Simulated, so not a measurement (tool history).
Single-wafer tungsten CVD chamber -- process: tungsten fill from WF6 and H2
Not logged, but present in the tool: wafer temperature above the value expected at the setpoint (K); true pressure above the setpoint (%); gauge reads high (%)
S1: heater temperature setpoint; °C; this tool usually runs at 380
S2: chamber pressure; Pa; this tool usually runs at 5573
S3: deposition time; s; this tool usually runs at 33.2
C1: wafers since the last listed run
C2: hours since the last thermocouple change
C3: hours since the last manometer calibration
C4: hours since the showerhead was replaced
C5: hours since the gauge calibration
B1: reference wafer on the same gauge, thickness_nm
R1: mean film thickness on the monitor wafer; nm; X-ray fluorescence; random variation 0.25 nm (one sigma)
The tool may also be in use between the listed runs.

{"run": 1, "hour": 0.0, "S1": 380, "S2": 5573, "S3": 33.2, "C1": 0, "C2": 1488.9, "C3": 1311.5, "C4": 3986.5, "C5": 196.4, "B1": 59.382, "R1": 66.016}
{"run": 2, "hour": 7.6, "S1": 380, "S2": 5573, "S3": 33.2, "C1": 155, "C2": 1496.5, "C3": 1319.1, "C4": 3994.1, "C5": 204, "B1": 59.391, "R1": 65.852}
{"run": 3, "hour": 15.3, "S1": 380, "S2": 5573, "S3": 33.2, "C1": 157, "C2": 1504.2, "C3": 1326.8, "C4": 4001.8, "C5": 211.7, "B1": 59.52, "R1": 65.607}
{"run": 4, "hour": 32.9, "S1": 380, "S2": 5573, "S3": 33.2, "C1": 360, "C2": 1521.8, "C3": 1344.4, "C4": 4019.4, "C5": 229.3, "B1": 59.466, "R1": 66.062}
{"run": 5, "hour": 43.9, "S1": 380, "S2": 4600, "S3": 33.2, "C1": 225, "C2": 1532.8, "C3": 1355.4, "C4": 4030.4, "C5": 240.3, "B1": 59.45, "R1": 55.815}
{"run": 6, "hour": 55.0, "S1": 380, "S2": 4600, "S3": 33.2, "C1": 227, "C2": 1543.9, "C3": 1366.5, "C4": 4041.5, "C5": 251.4, "B1": 59.4, "R1": 55.572}
{"run": 7, "hour": 72.0, "S1": 380, "S2": 5573, "S3": 33.2, "C1": 348, "C2": 1560.9, "C3": 1383.5, "C4": 4058.5, "C5": 268.4, "B1": 59.423, "R1": 65.605}
{"hour": 72.6, "done": "gauge calibrated"}
{"run": 8, "hour": 86.8, "S1": 380, "S2": 5573, "S3": 33.2, "C1": 303, "C2": 1575.7, "C3": 1398.3, "C4": 4073.3, "C5": 14.2, "B1": 59.401, "R1": 66.022}
{"run": 9, "hour": 94.3, "S1": 380, "S2": 5573, "S3": 33.2, "C1": 153, "C2": 1583.2, "C3": 1405.8, "C4": 4080.8, "C5": 21.7, "B1": 59.393, "R1": 65.949}
{"run": 10, "hour": 110.1, "S1": 380, "S2": 5573, "S3": 33.2, "C1": 323, "C2": 1599, "C3": 1421.6, "C4": 4096.6, "C5": 37.5, "B1": 59.279, "R1": 65.568}
{"hour": 119.5, "done": "thermocouple changed; heater temperature recalibrated"}
{"run": 11, "hour": 120.0, "S1": 394, "S2": 5173, "S3": 39.8, "C1": 38, "C2": 0.5, "C3": 1431.5, "C4": 4106.5, "C5": 47.4, "B1": 59.387, "R1": 113.089}
{"hour": 130.3, "done": "capacitance manometer re-zeroed and calibrated"}
{"hour": 167.5, "done": "showerhead replaced"}
{"run": 12, "hour": 170.0, "S1": 380, "S2": 4600, "S3": 33.2, "C1": 696, "C2": 50.5, "C3": 39.7, "C4": 2.5, "C5": 97.4, "B1": 59.479, "R1": 64.103}
{"run": 13, "hour": 180.5, "S1": 380, "S2": 6719, "S3": 33.2, "C1": 215, "C2": 61, "C3": 50.2, "C4": 13, "C5": 107.9, "B1": 59.416, "R1": 86.518}
{"run": 14, "hour": 190.1, "S1": 380, "S2": 5573, "S3": 33.2, "C1": 196, "C2": 70.6, "C3": 59.8, "C4": 22.6, "C5": 117.5, "B1": 59.361, "R1": 75.435}
{"run": 15, "hour": 197.8, "S1": 380, "S2": 4280, "S3": 33.2, "C1": 157, "C2": 78.3, "C3": 67.5, "C4": 30.3, "C5": 125.2, "B1": 59.381, "R1": 59.934}
{"run": 16, "hour": 211.4, "S1": 391, "S2": 5173, "S3": 33.2, "C1": 278, "C2": 91.9, "C3": 81.1, "C4": 43.9, "C5": 138.8, "B1": 59.319, "R1": 88.052}
{"run": 17, "hour": 223.2, "S1": 380, "S2": 4626, "S3": 29.7, "C1": 241, "C2": 103.7, "C3": 92.9, "C4": 55.7, "C5": 150.6, "B1": 59.473, "R1": 57.108}
{"run": 18, "hour": 230.5, "S1": 380, "S2": 5573, "S3": 29, "C1": 149, "C2": 111, "C3": 100.2, "C4": 63, "C5": 157.9, "B1": 59.356, "R1": 65.538}

Branching from run 18: 5 alternative next runs. What would each branch give?
{"run": "A", "hour": 230.9, "S1": 393, "S2": 5573, "S3": 33.2, "C1": 8, "C2": 111.4, "C3": 100.6, "C4": 63.4, "C5": 158.3, "B1": "?", "R1": "?"}
{"run": "B", "hour": 230.9, "S1": 380, "S2": 4400, "S3": 33.2, "C1": 8, "C2": 111.4, "C3": 100.6, "C4": 63.4, "C5": 158.3, "B1": "?", "R1": "?"}
{"run": "C", "hour": 230.9, "S1": 389, "S2": 6266, "S3": 27.3, "C1": 8, "C2": 111.4, "C3": 100.6, "C4": 63.4, "C5": 158.3, "B1": "?", "R1": "?"}
{"run": "D", "hour": 230.9, "S1": 388, "S2": 4426, "S3": 37.3, "C1": 8, "C2": 111.4, "C3": 100.6, "C4": 63.4, "C5": 158.3, "B1": "?", "R1": "?"}
{"run": "E", "hour": 230.9, "S1": 392, "S2": 5573, "S3": 33.2, "C1": 8, "C2": 111.4, "C3": 100.6, "C4": 63.4, "C5": 158.3, "B1": "?", "R1": "?"}

run=A B1=59.428 R1=96.687
run=B B1=59.428 R1=60.795
run=C B1=59.428 R1=80.372
run=D B1=59.428 R1=80.592
run=E B1=59.428 R1=94.874
Had the tool no hidden state, the same runs would have come out as:
run=A R1=95.595
run=B R1=60.065
run=C R1=79.432
run=D R1=79.647
run=E R1=93.799

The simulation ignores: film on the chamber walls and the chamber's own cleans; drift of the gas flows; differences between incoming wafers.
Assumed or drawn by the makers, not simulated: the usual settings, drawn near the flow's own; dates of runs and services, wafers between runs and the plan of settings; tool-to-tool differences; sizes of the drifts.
